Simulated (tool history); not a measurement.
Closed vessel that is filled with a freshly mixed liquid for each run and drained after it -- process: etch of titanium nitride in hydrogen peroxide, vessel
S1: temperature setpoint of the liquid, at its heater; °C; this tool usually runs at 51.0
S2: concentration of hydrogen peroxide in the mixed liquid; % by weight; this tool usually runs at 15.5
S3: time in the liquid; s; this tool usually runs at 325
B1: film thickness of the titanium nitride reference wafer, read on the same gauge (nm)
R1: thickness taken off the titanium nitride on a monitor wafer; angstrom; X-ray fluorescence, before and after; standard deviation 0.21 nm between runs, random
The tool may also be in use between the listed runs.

run 1 hour=0.0 | S1=51.0 S2=15.5 S3=325 | B1=110.02 | R1=262.0
run 2 hour=28.3 | S1=51.0 S2=15.5 S3=325 | B1=110.02 | R1=262.3
run 3 hour=52.3 | S1=54.5 S2=12.5 S3=325 | B1=109.97 | R1=321.4
-- hour=55.7 peroxide flow meter replaced
run 4 hour=70.8 | S1=44.5 S2=15.5 S3=325 | B1=110.03 | R1=163.4
run 5 hour=87.0 | S1=51.0 S2=15.5 S3=380 | B1=110.02 | R1=306.4
-- hour=104.2 new drum of peroxide connected
run 6 hour=104.7 | S1=51.0 S2=15.5 S3=380 | B1=109.99 | R1=300.4
run 7 hour=182.0 | S1=51.0 S2=15.5 S3=380 | B1=109.98 | R1=304.4
run 8 hour=206.9 | S1=60.0 S2=18.0 S3=240 | B1=109.97 | R1=371.4
-- hour=218.5 gauge calibrated
run 9 hour=231.0 | S1=55.5 S2=13.0 S3=405 | B1=109.99 | R1=426.3
run 10 hour=253.5 | S1=53.5 S2=19.5 S3=500 | B1=110.02 | R1=501.5
run 11 hour=284.2 | S1=51.0 S2=15.5 S3=325 | B1=110.00 | R1=255.4
run 12 hour=306.6 | S1=51.0 S2=15.5 S3=325 | B1=110.03 | R1=258.8
run 13 hour=346.2 | S1=42.5 S2=15.5 S3=420 | B1=109.99 | R1=179.4
-- hour=412.0 thermometer replaced
run 14 hour=448.8 | S1=51.0 S2=15.5 S3=325 | B1=110.02 | R1=271.2
run 15 hour=479.2 | S1=51.0 S2=17.5 S3=235 | B1=110.01 | R1=202.5
run 16 hour=502.8 | S1=51.0 S2=19.0 S3=325 | B1=110.02 | R1=280.7
run 17 hour=526.3 | S1=51.0 S2=15.5 S3=325 | B1=109.98 | R1=269.0
run 18 hour=545.6 | S1=51.0 S2=15.5 S3=325 | B1=109.98 | R1=270.5
run 19 hour=578.1 | S1=48.0 S2=17.5 S3=210 | B1=110.01 | R1=145.8
-- hour=618.7 new drum of peroxide connected
run 20 hour=661.9 | S1=44.5 S2=19.0 S3=190 | B1=109.97 | R1=102.2
run 21 hour=692.8 | S1=51.0 S2=19.5 S3=325 | B1=109.94 | R1=281.3
run 22 hour=709.1 | S1=46.0 S2=15.5 S3=410 | B1=109.95 | R1=231.8
run 23 hour=739.1 | S1=45.0 S2=18.5 S3=450 | B1=110.00 | R1=249.0
run 24 hour=753.3 | S1=55.0 S2=15.5 S3=325 | B1=110.00 | R1=350.8
run 25 hour=766.0 | S1=57.0 S2=15.5 S3=325 | B1=110.02 | R1=401.4
run 26 hour=787.6 | S1=55.0 S2=15.5 S3=505 | B1=109.99 | R1=544.4
run 27 hour=861.1 | S1=54.5 S2=18.5 S3=175 | B1=109.98 | R1=189.5
run 28 hour=884.5 | S1=51.0 S2=12.0 S3=180 | B1=110.01 | R1=140.5
run 29 hour=916.6 | S1=59.5 S2=12.5 S3=180 | B1=109.98 | R1=255.6
run 30 hour=948.1 | S1=51.0 S2=15.5 S3=395 | B1=110.00 | R1=319.2

Run-by-run hidden state of the tool:
peroxide flow above the setpoint (%): 0 in every run
peroxide weaker than its label (%): 0 in every run
gauge reads high (%): 0 in every run
H1: liquid colder than its thermometer reads (K)
run=1 H1=0.51
run=2 H1=0.533
run=3 H1=0.553
run=4 H1=0.569
run=5 H1=0.582
run=6 H1=0.597
run=7 H1=0.661
run=8 H1=0.681
run=9 H1=0.701
run=10 H1=0.72
run=11 H1=0.745
run=12 H1=0.764
run=13 H1=0.797
run=14 H1=0.0499
run=15 H1=0.075
run=16 H1=0.0946
run=17 H1=0.114
run=18 H1=0.13
run=19 H1=0.157
run=20 H1=0.226
run=21 H1=0.252
run=22 H1=0.265
run=23 H1=0.29
run=24 H1=0.302
run=25 H1=0.313
run=26 H1=0.331
run=27 H1=0.391
run=28 H1=0.411
run=29 H1=0.437
run=30 H1=0.463
